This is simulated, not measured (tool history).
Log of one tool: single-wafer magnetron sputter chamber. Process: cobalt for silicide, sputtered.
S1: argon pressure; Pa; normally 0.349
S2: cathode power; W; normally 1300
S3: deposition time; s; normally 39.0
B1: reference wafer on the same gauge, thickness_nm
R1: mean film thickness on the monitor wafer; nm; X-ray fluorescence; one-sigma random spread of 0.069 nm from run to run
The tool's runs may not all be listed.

Run 1, hour 0.0: usual settings; B1 27.341. Result: R1 23.268 nm.
Run 2, hour 21.5: usual settings; B1 27.350. Result: R1 23.130 nm.
At hour 47.6: sputter target and shields replaced.
Run 3, hour 48.1: usual settings; B1 27.360. Result: R1 23.191 nm.
Run 4, hour 67.6: usual settings but S3 36.6 s; B1 27.381. Result: R1 21.778 nm.
Run 5, hour 83.2: usual settings; B1 27.381. Result: R1 23.387 nm.
Run 6, hour 110.1: usual settings; B1 27.418. Result: R1 23.384 nm.
Run 7, hour 162.9: usual settings; B1 27.453. Result: R1 23.266 nm.
Run 8, hour 195.2: usual settings but S1 0.245 Pa; B1 27.469. Result: R1 24.088 nm.
Run 9, hour 228.7: usual settings but S1 0.245 Pa; B1 27.493. Result: R1 23.929 nm.
Run 10, hour 256.8: usual settings but S1 0.245 Pa; B1 27.509. Result: R1 24.010 nm.
At hour 279.3: sputter target and shields replaced.
Run 11, hour 283.5: usual settings but S1 0.247 Pa; B1 27.518. Result: R1 24.010 nm.
Run 12, hour 318.4: usual settings but S1 0.247 Pa; B1 27.568. Result: R1 24.075 nm.
Run 13, hour 339.7: usual settings; B1 27.588. Result: R1 23.494 nm.
Run 14, hour 371.8: usual settings but S3 42.3 s; B1 27.615. Result: R1 25.477 nm.
Run 15, hour 396.0: usual settings; B1 27.628. Result: R1 23.403 nm.
Run 16, hour 426.6: usual settings; B1 27.668. Result: R1 23.623 nm.
Run 17, hour 454.8: usual settings but S2 1550 W, S3 36.1 s; B1 27.682. Result: R1 25.223 nm.
At hour 473.4: capacitance manometer re-zeroed and calibrated.
Run 18, hour 476.1: usual settings but S1 0.455 Pa, S3 41.0 s; B1 27.717. Result: R1 24.096 nm.
At hour 513.6: sputter target and shields replaced.
Run 19, hour 514.6: usual settings but S1 0.426 Pa, S2 1100 W, S3 34.1 s; B1 27.734. Result: R1 17.600 nm.
Run 20, hour 548.6: usual settings but S3 44.3 s; B1 27.778. Result: R1 26.757 nm.
Run 21, hour 566.6: usual settings but S1 0.298 Pa, S3 43.0 s; B1 27.829. Result: R1 26.454 nm.
Run 22, hour 592.6: usual settings but S1 0.273 Pa, S2 1600 W; B1 27.824. Result: R1 28.671 nm.
At hour 614.9: gauge calibrated.
Run 23, hour 627.7: usual settings but S2 1550 W, S3 43.7 s; B1 27.193. Result: R1 30.024 nm.
Run 24, hour 654.0: usual settings; B1 27.183. Result: R1 23.062 nm.
At hour 664.1: magnet pack replaced.
Run 25, hour 680.4: usual settings but S1 0.310 Pa, S3 46.3 s; B1 27.214. Result: R1 27.608 nm.
At hour 694.1: sputter target and shields replaced.
Run 26, hour 715.3: usual settings but S3 34.2 s; B1 27.233. Result: R1 20.280 nm.
Run 27, hour 741.2: usual settings but S2 1450 W, S3 34.8 s; B1 27.212. Result: R1 22.430 nm.
Run 28, hour 776.1: usual settings; B1 27.192. Result: R1 23.218 nm.
Run 29, hour 789.5: usual settings but S1 0.484 Pa; B1 27.193. Result: R1 22.325 nm.
Run 30, hour 808.9: usual settings; B1 27.237. Result: R1 23.111 nm.
Run 31, hour 824.3: usual settings; B1 27.238. Result: R1 23.101 nm.
Run 32, hour 865.3: usual settings but S2 1500 W, S3 42.9 s; B1 27.222. Result: R1 28.669 nm.
At hour 907.9: sputter target and shields replaced.
Run 33, hour 915.5: usual settings but S1 0.473 Pa, S2 1600 W, S3 35.6 s; B1 27.236. Result: R1 24.407 nm.
Run 34, hour 934.4: usual settings but S1 0.225 Pa, S2 1150 W, S3 32.3 s; B1 27.226. Result: R1 17.834 nm.
Run 35, hour 977.6: usual settings; B1 27.290. Result: R1 23.123 nm.

Forecast each of these 4 alternatives for the next run:
Run A, hour 978.0: usual settings; B1 ?. Result: R1 ?.
Run B, hour 978.0: usual settings but S1 0.261 Pa, S2 1550 W; B1 ?. Result: R1 ?.
Run C, hour 978.0: usual settings but S2 1000 W, S3 45.2 s; B1 ?. Result: R1 ?.
Run D, hour 978.0: usual settings but S1 0.307 Pa, S2 1000 W; B1 ?. Result: R1 ?.

run      B1      R1
  A  27.259  23.270
  B  27.259  27.586
  C  27.259  21.811
  D  27.259  19.020
Had the tool no hidden state, the same runs would have come out as:
run      R1
  A  23.132
  B  27.423
  C  21.682
  D  18.907
